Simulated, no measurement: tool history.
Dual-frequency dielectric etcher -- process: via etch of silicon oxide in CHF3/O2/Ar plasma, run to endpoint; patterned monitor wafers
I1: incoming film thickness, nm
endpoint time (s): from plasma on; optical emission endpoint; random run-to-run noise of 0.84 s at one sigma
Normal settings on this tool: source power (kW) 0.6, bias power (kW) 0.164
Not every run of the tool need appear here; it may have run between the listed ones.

Run 1, hour 0: usual settings but source power (kW) 0.54; I1 606.7. Result: endpoint time (s) 250.1.
At hour 84.6: wet clean of the chamber.
Run 2, hour 91.4: usual settings but source power (kW) 0.54; I1 614.3. Result: endpoint time (s) 259.9.
Run 3, hour 150.5: usual settings but source power (kW) 0.54; I1 612.5. Result: endpoint time (s) 258.
Run 4, hour 196: usual settings but source power (kW) 0.63; I1 609.5. Result: endpoint time (s) 244.6.
Run 5, hour 299.9: usual settings but source power (kW) 0.63; I1 614.2. Result: endpoint time (s) 244.7.
Run 6, hour 397.7: usual settings but source power (kW) 0.63; I1 614.2. Result: endpoint time (s) 242.4.
Run 7, hour 454.6: usual settings but source power (kW) 0.64, bias power (kW) 0.183; I1 610.5. Result: endpoint time (s) 230.2.
Run 8, hour 513.6: usual settings but source power (kW) 0.64, bias power (kW) 0.183; I1 617.8. Result: endpoint time (s) 230.
Run 9, hour 573.4: usual settings; I1 616.7. Result: endpoint time (s) 244.
At hour 636.6: wet clean of the chamber.
Run 10, hour 639.1: usual settings; I1 607.5. Result: endpoint time (s) 249.8.
Run 11, hour 687.7: usual settings; I1 611.5. Result: endpoint time (s) 250.9.
Run 12, hour 790.8: usual settings; I1 609.5. Result: endpoint time (s) 247.1.
Run 13, hour 885.8: usual settings; I1 611. Result: endpoint time (s) 247.6.
Run 14, hour 942.6: usual settings; I1 607.1. Result: endpoint time (s) 243.2.
At hour 1003.3: bias power generator calibrated.
Run 15, hour 1047.5: usual settings; I1 614.2. Result: endpoint time (s) 248.9.
Run 16, hour 1103.7: usual settings but bias power (kW) 0.135; I1 614. Result: endpoint time (s) 265.
At hour 1129.7: wet clean of the chamber.
Run 17, hour 1178.2: usual settings but bias power (kW) 0.135; I1 613.5. Result: endpoint time (s) 269.5.
Run 18, hour 1233.2: usual settings but bias power (kW) 0.18; I1 610.4. Result: endpoint time (s) 240.
Run 19, hour 1336.8: usual settings but source power (kW) 0.55, bias power (kW) 0.179; I1 611.3. Result: endpoint time (s) 244.8.
Run 20, hour 1419.1: usual settings but source power (kW) 0.47, bias power (kW) 0.143; I1 614.1. Result: endpoint time (s) 278.5.
At hour 1452.5: source power generator calibrated.
Run 21, hour 1471.9: usual settings but source power (kW) 0.72, bias power (kW) 0.124; I1 609.2. Result: endpoint time (s) 252.5.
At hour 1507.7: upper electrode replaced.
Run 22, hour 1579.5: usual settings but source power (kW) 0.47, bias power (kW) 0.143; I1 616.6. Result: endpoint time (s) 276.3.
At hour 1623.4: wet clean of the chamber.
Run 23, hour 1657.4: usual settings; I1 611.1. Result: endpoint time (s) 253.7.
Run 24, hour 1771.3: usual settings but source power (kW) 0.48; I1 614.3. Result: endpoint time (s) 270.2.
Run 25, hour 1843: usual settings but source power (kW) 0.68, bias power (kW) 0.181; I1 611.1. Result: endpoint time (s) 230.8.
Run 26, hour 1895.8: usual settings but source power (kW) 0.67, bias power (kW) 0.184; I1 609.7. Result: endpoint time (s) 229.3.
Run 27, hour 1976.8: usual settings; I1 612.2. Result: endpoint time (s) 245.3.
Run 28, hour 2078.1: usual settings but source power (kW) 0.72, bias power (kW) 0.135; I1 619.2. Result: endpoint time (s) 249.4.
Run 29, hour 2124.2: usual settings but source power (kW) 0.54; I1 609.9. Result: endpoint time (s) 249.7.
At hour 2158.3: wet clean of the chamber.
Run 30, hour 2163.8: usual settings but source power (kW) 0.45, bias power (kW) 0.126; I1 606. Result: endpoint time (s) 294.8.
Run 31, hour 2277.1: usual settings; I1 614.3. Result: endpoint time (s) 249.4.
Run 32, hour 2384.6: usual settings but source power (kW) 0.52, bias power (kW) 0.201; I1 604.9. Result: endpoint time (s) 236.2.
Run 33, hour 2472.8: usual settings but source power (kW) 0.66, bias power (kW) 0.18; I1 611.9. Result: endpoint time (s) 229.8.
Run 34, hour 2509: usual settings but bias power (kW) 0.191; I1 611.3. Result: endpoint time (s) 231.2.

4 ways to go on from here, each from the tool as it stands after run 34. What would each give?
Run A, hour 2509.5: usual settings; I1 615. Result: endpoint time (s) ?.
Run B, hour 2509.5: usual settings but bias power (kW) 0.142; I1 615. Result: endpoint time (s) ?.
Run C, hour 2509.5: usual settings but source power (kW) 0.74, bias power (kW) 0.194; I1 615. Result: endpoint time (s) ?.
Run D, hour 2509.5: usual settings but source power (kW) 0.64, bias power (kW) 0.187; I1 615. Result: endpoint time (s) ?.

run  endpoint time (s)
  A              246.7
  B              258.9
  C              218.1
  D              231.1
With the hidden condition removed and each run's random variation left untouched, the same runs would have given:
run  endpoint time (s)
  A              258.1
  B              270.8
  C              228.3
  D                242
